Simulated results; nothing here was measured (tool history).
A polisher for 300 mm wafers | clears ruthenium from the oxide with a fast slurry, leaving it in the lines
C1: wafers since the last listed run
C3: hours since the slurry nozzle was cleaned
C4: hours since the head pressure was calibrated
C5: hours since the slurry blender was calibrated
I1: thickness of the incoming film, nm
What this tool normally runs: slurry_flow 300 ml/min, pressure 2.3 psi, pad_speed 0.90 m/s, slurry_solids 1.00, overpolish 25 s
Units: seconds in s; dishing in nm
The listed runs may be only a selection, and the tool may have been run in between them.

run 1 hour=0.0 | slurry_flow=300 pressure=1.9 pad_speed=1.10 slurry_solids=1.00 overpolish=25 | C1=0 wafers_polished_on_this_pad=1081 C3=385.2 C4=912.5 C5=138.6 | I1=192.5 | seconds=75.4 dishing=39.1
run 2 hour=12.0 | slurry_flow=300 pressure=1.9 pad_speed=1.10 slurry_solids=1.00 overpolish=25 | C1=147 wafers_polished_on_this_pad=1229 C3=397.2 C4=924.5 C5=150.6 | I1=190.8 | seconds=75.7 dishing=40.8
run 3 hour=18.2 | slurry_flow=300 pressure=1.9 pad_speed=1.10 slurry_solids=1.00 overpolish=25 | C1=76 wafers_polished_on_this_pad=1306 C3=403.4 C4=930.7 C5=156.8 | I1=192.9 | seconds=79.6 dishing=38.0
-- hour=28.5 worn pad replaced by a new one
run 4 hour=32.1 | slurry_flow=300 pressure=2.3 pad_speed=0.90 slurry_solids=1.00 overpolish=25 | C1=122 wafers_polished_on_this_pad=43 C3=417.3 C4=944.6 C5=170.7 | I1=189.3 | seconds=62.9 dishing=44.3
run 5 hour=44.6 | slurry_flow=300 pressure=2.3 pad_speed=0.90 slurry_solids=1.00 overpolish=25 | C1=154 wafers_polished_on_this_pad=198 C3=429.8 C4=957.1 C5=183.2 | I1=189.6 | seconds=63.5 dishing=43.9
run 6 hour=61.6 | slurry_flow=300 pressure=2.3 pad_speed=0.96 slurry_solids=1.00 overpolish=25 | C1=209 wafers_polished_on_this_pad=407 C3=446.8 C4=974.1 C5=200.2 | I1=191.6 | seconds=60.6 dishing=44.2
run 7 hour=90.2 | slurry_flow=300 pressure=2.3 pad_speed=0.96 slurry_solids=1.00 overpolish=25 | C1=352 wafers_polished_on_this_pad=760 C3=475.4 C4=1002.7 C5=228.8 | I1=189.1 | seconds=63.8 dishing=44.5
-- hour=103.0 head pressure recalibrated
run 8 hour=103.5 | slurry_flow=300 pressure=2.3 pad_speed=0.96 slurry_solids=1.00 overpolish=25 | C1=139 wafers_polished_on_this_pad=899 C3=488.7 C4=0.5 C5=242.1 | I1=192.7 | seconds=65.7 dishing=43.8
run 9 hour=113.6 | slurry_flow=365 pressure=2.3 pad_speed=0.90 slurry_solids=0.85 overpolish=38 | C1=124 wafers_polished_on_this_pad=1024 C3=498.8 C4=10.6 C5=252.2 | I1=192.2 | seconds=72.6 dishing=52.1
run 10 hour=123.9 | slurry_flow=300 pressure=2.3 pad_speed=0.90 slurry_solids=1.25 overpolish=25 | C1=127 wafers_polished_on_this_pad=1151 C3=509.1 C4=20.9 C5=262.5 | I1=186.7 | seconds=64.0 dishing=43.0
run 11 hour=130.0 | slurry_flow=270 pressure=2.3 pad_speed=0.90 slurry_solids=1.00 overpolish=25 | C1=75 wafers_polished_on_this_pad=1226 C3=515.2 C4=27.0 C5=268.6 | I1=189.5 | seconds=71.3 dishing=40.0
run 12 hour=138.7 | slurry_flow=350 pressure=2.3 pad_speed=0.90 slurry_solids=1.00 overpolish=34 | C1=107 wafers_polished_on_this_pad=1333 C3=523.9 C4=35.7 C5=277.3 | I1=189.5 | seconds=72.6 dishing=50.0
-- hour=150.0 worn pad replaced by a new one
run 13 hour=150.5 | slurry_flow=300 pressure=2.8 pad_speed=0.90 slurry_solids=1.00 overpolish=18 | C1=96 wafers_polished_on_this_pad=5 C3=535.7 C4=47.5 C5=289.1 | I1=190.5 | seconds=52.1 dishing=40.6
-- hour=157.1 slurry nozzle cleaned
run 14 hour=160.4 | slurry_flow=300 pressure=2.3 pad_speed=0.90 slurry_solids=1.00 overpolish=25 | C1=109 wafers_polished_on_this_pad=115 C3=3.3 C4=57.4 C5=299.0 | I1=191.1 | seconds=65.1 dishing=43.3
-- hour=172.0 slurry blender recalibrated
run 15 hour=178.1 | slurry_flow=300 pressure=2.9 pad_speed=1.22 slurry_solids=1.20 overpolish=25 | C1=193 wafers_polished_on_this_pad=309 C3=21.0 C4=75.1 C5=6.1 | I1=192.5 | seconds=39.6 dishing=55.7
run 16 hour=230.1 | slurry_flow=300 pressure=2.3 pad_speed=0.90 slurry_solids=1.00 overpolish=25 | C1=641 wafers_polished_on_this_pad=950 C3=73.0 C4=127.1 C5=58.1 | I1=190.2 | seconds=66.1 dishing=42.7

Here are 4 independent what-if runs from the current tool condition. What would each one return?
run A hour=230.5 | slurry_flow=300 pressure=2.3 pad_speed=0.90 slurry_solids=1.20 overpolish=25 | C1=4 wafers_polished_on_this_pad=955 C3=73.4 C4=127.5 C5=58.5 | I1=192.4 | seconds=? dishing=?
run B hour=230.5 | slurry_flow=270 pressure=2.3 pad_speed=0.90 slurry_solids=0.70 overpolish=16 | C1=4 wafers_polished_on_this_pad=955 C3=73.4 C4=127.5 C5=58.5 | I1=192.4 | seconds=? dishing=?
run C hour=230.5 | slurry_flow=300 pressure=2.3 pad_speed=0.90 slurry_solids=1.00 overpolish=17 | C1=4 wafers_polished_on_this_pad=955 C3=73.4 C4=127.5 C5=58.5 | I1=192.4 | seconds=? dishing=?
run D hour=230.5 | slurry_flow=300 pressure=2.3 pad_speed=0.72 slurry_solids=0.90 overpolish=25 | C1=4 wafers_polished_on_this_pad=955 C3=73.4 C4=127.5 C5=58.5 | I1=192.4 | seconds=? dishing=?

run=A seconds=64.1 dishing=43.6
run=B seconds=75.4 dishing=29.3
run=C seconds=67.6 dishing=33.1
run=D seconds=80.2 dishing=38.2
Without the tool's unlogged condition, the same runs would have read:
run=A seconds=59.7 dishing=45.4
run=B seconds=70.2 dishing=30.9
run=C seconds=63.0 dishing=34.7
run=D seconds=74.7 dishing=39.9
